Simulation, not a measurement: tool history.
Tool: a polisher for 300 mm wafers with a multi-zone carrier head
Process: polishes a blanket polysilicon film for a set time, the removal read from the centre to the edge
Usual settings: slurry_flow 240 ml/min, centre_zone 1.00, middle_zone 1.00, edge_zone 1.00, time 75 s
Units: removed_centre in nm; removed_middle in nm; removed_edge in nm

run	hour	slurry_flow	centre_zone	middle_zone	edge_zone	time	wafers since the last listed run	wafers polished on this pad	hours since the slurry nozzle was cleaned	hours since the centre zone pressure was calibrated	hours since the edge zone pressure was calibrated	hours since the carrier head's membrane was replaced	incoming thickness of the incoming film, nm	removed_centre	removed_middle	removed_edge
1	0.0	240	1.00	1.05	1.00	75	0	1185	568.7	1304.2	266.9	1155.0	2044.8	550.6	556.4	552.7
2	9.6	240	1.00	1.00	1.00	75	64	1249	578.3	1313.8	276.5	1164.6	2033.8	566.1	536.1	540.5
# hour 16.1: worn pad replaced by a new one
3	19.1	240	1.00	1.00	1.00	75	36	19	587.8	1323.3	286.0	1174.1	2060.5	614.6	610.6	628.2
4	32.8	240	1.00	1.00	1.00	75	91	111	601.5	1337.0	299.7	1187.8	2055.2	601.0	588.5	596.7
5	46.2	240	1.00	1.00	1.04	75	89	201	614.9	1350.4	313.1	1201.2	2073.6	592.8	572.5	601.9
6	70.6	240	1.00	1.00	1.04	75	163	365	639.3	1374.8	337.5	1225.6	2071.9	571.7	558.4	576.0
# hour 76.8: carrier head's membrane replaced by a new one
7	84.3	180	1.00	1.00	1.00	75	58	423	653.0	1388.5	351.2	7.5	2060.5	535.5	528.1	560.8
8	99.8	180	1.00	1.00	1.00	75	103	527	668.5	1404.0	366.7	23.0	2061.8	522.7	525.1	534.6
# hour 107.4: centre zone pressure recalibrated
# hour 109.8: edge zone pressure recalibrated
9	122.0	240	1.00	1.00	1.00	75	122	649	690.7	14.6	12.2	45.2	2064.7	548.6	533.4	557.7
10	131.8	240	1.00	1.00	1.00	60	65	715	700.5	24.4	22.0	55.0	2065.6	443.7	435.8	437.1
# hour 133.3: slurry nozzle cleaned
11	140.1	180	1.06	0.95	1.00	75	48	764	6.8	32.7	30.3	63.3	2102.7	553.5	486.3	523.0
12	150.4	320	1.00	1.00	1.00	75	69	833	17.1	43.0	40.6	73.6	2031.5	577.5	553.4	560.4
13	160.9	200	1.00	1.04	1.00	75	70	903	27.6	53.5	51.1	84.1	2073.6	531.2	536.5	530.5
14	174.4	240	1.00	1.09	0.94	96	90	993	41.1	67.0	64.6	97.6	2089.8	690.9	739.7	668.6
# hour 189.6: worn pad replaced by a new one
15	190.1	240	1.00	1.08	0.94	75	78	3	56.8	82.7	80.3	113.3	2072.2	617.9	652.5	613.2
16	194.9	240	1.00	1.00	1.00	75	32	35	61.6	87.5	85.1	118.1	2076.4	622.1	612.3	610.8
17	229.7	240	1.00	1.00	1.00	75	233	269	96.4	122.3	119.9	152.9	2068.7	594.4	566.3	582.0
18	237.8	240	0.92	1.00	1.00	75	54	323	104.5	130.4	128.0	161.0	2082.8	535.1	570.9	572.1

What the log doesn't show, run by run:
slurry flow missing at the pad, %: 0 in every run
deviation of the centre zone's pressure from its setpoint, %: 0 in every run
deviation of the edge zone's pressure from its setpoint, %: 0 in every run
H1: removal rate lost through wear of the pad, %
run	H1
1	14.1
2	14.2
3	3.47
4	5.99
5	7.94
6	10.5
7	11.6
8	12.5
9	13.4
10	13.7
11	14
12	14.2
13	14.4
14	14.6
15	2.73
16	3.72
17	8.9
18	9.72
